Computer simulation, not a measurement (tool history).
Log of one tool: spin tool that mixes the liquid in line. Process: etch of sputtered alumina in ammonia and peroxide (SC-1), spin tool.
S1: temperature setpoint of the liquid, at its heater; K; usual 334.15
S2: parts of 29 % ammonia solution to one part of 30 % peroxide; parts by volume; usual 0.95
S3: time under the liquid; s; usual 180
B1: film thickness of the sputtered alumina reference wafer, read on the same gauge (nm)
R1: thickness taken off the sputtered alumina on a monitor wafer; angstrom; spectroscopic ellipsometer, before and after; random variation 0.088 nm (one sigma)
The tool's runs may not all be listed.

run 1 day=0 | S1=334.15 S2=1.1 S3=95 | B1=59.99 | R1=143.1
-- day=1.479 heated supply line repaired
run 2 day=3.054 | S1=334.15 S2=1.1 S3=95 | B1=59.99 | R1=143.4
run 3 day=5.533 | S1=334.15 S2=1.1 S3=95 | B1=60.01 | R1=143.5
run 4 day=10.446 | S1=334.15 S2=0.95 S3=180 | B1=60.01 | R1=265.8
run 5 day=13.321 | S1=334.15 S2=0.95 S3=180 | B1=60 | R1=266.3
run 6 day=16.204 | S1=334.15 S2=0.95 S3=180 | B1=60 | R1=267.6
run 7 day=18.45 | S1=334.15 S2=1.2 S3=180 | B1=59.98 | R1=273.3
run 8 day=20.925 | S1=334.15 S2=0.95 S3=180 | B1=60.01 | R1=267.3
-- day=21.329 new drum of ammonia solution connected
-- day=26.754 ammonia flow meter replaced
run 9 day=29.533 | S1=334.15 S2=0.95 S3=180 | B1=60 | R1=271
-- day=30.5 heated supply line repaired
run 10 day=31.95 | S1=334.15 S2=0.95 S3=180 | B1=59.97 | R1=272.7
run 11 day=34.192 | S1=327.15 S2=0.75 S3=285 | B1=60 | R1=292.4
run 12 day=36.712 | S1=343.15 S2=0.95 S3=180 | B1=60.01 | R1=424
run 13 day=38.454 | S1=334.15 S2=0.95 S3=180 | B1=60 | R1=271.7
-- day=40.675 thermometer replaced
run 14 day=41.996 | S1=339.15 S2=0.5 S3=230 | B1=59.98 | R1=403
-- day=42.212 new drum of ammonia solution connected
run 15 day=43.958 | S1=334.15 S2=1.1 S3=180 | B1=59.98 | R1=271.5
-- day=45.483 gauge calibrated
run 16 day=46.083 | S1=328.15 S2=0.55 S3=250 | B1=59.99 | R1=257.1
-- day=58.238 heated supply line repaired
run 17 day=58.392 | S1=334.15 S2=0.95 S3=180 | B1=60 | R1=267.1
run 18 day=61.738 | S1=343.15 S2=0.7 S3=260 | B1=60.01 | R1=583.3
run 19 day=65.258 | S1=331.15 S2=0.55 S3=135 | B1=59.98 | R1=163.2
run 20 day=67.533 | S1=343.15 S2=0.85 S3=180 | B1=60.01 | R1=412.6
-- day=68.638 new drum of ammonia solution connected
run 21 day=70.704 | S1=334.15 S2=1.05 S3=245 | B1=60.01 | R1=374.2
run 22 day=74.908 | S1=328.15 S2=0.6 S3=125 | B1=59.99 | R1=132.1
run 23 day=79.242 | S1=334.15 S2=0.95 S3=180 | B1=59.98 | R1=271.9

What the log doesn't show, run by run:
ammonia flow below the setpoint (%): 0 in every run
temperature lost on the way to the wafer (K): 0 in every run
gauge reads high (%): 0 in every run
H1: liquid hotter than its thermometer reads (K)
H2: ammonia solution weaker than its label (%)
run=1 H1=0.162 H2=2.07
run=2 H1=0.211 H2=3.56
run=3 H1=0.25 H2=4.77
run=4 H1=0.328 H2=7.17
run=5 H1=0.374 H2=8.58
run=6 H1=0.42 H2=9.99
run=7 H1=0.455 H2=11.1
run=8 H1=0.495 H2=12.3
run=9 H1=0.631 H2=6.33
run=10 H1=0.67 H2=7.51
run=11 H1=0.705 H2=8.6
run=12 H1=0.746 H2=9.84
run=13 H1=0.773 H2=10.7
run=14 H1=0.08 H2=12.4
run=15 H1=0.111 H2=2.17
run=16 H1=0.145 H2=3.21
run=17 H1=0.341 H2=9.22
run=18 H1=0.394 H2=10.9
run=19 H1=0.45 H2=12.6
run=20 H1=0.486 H2=13.7
run=21 H1=0.536 H2=1.51
run=22 H1=0.603 H2=3.57
run=23 H1=0.672 H2=5.69
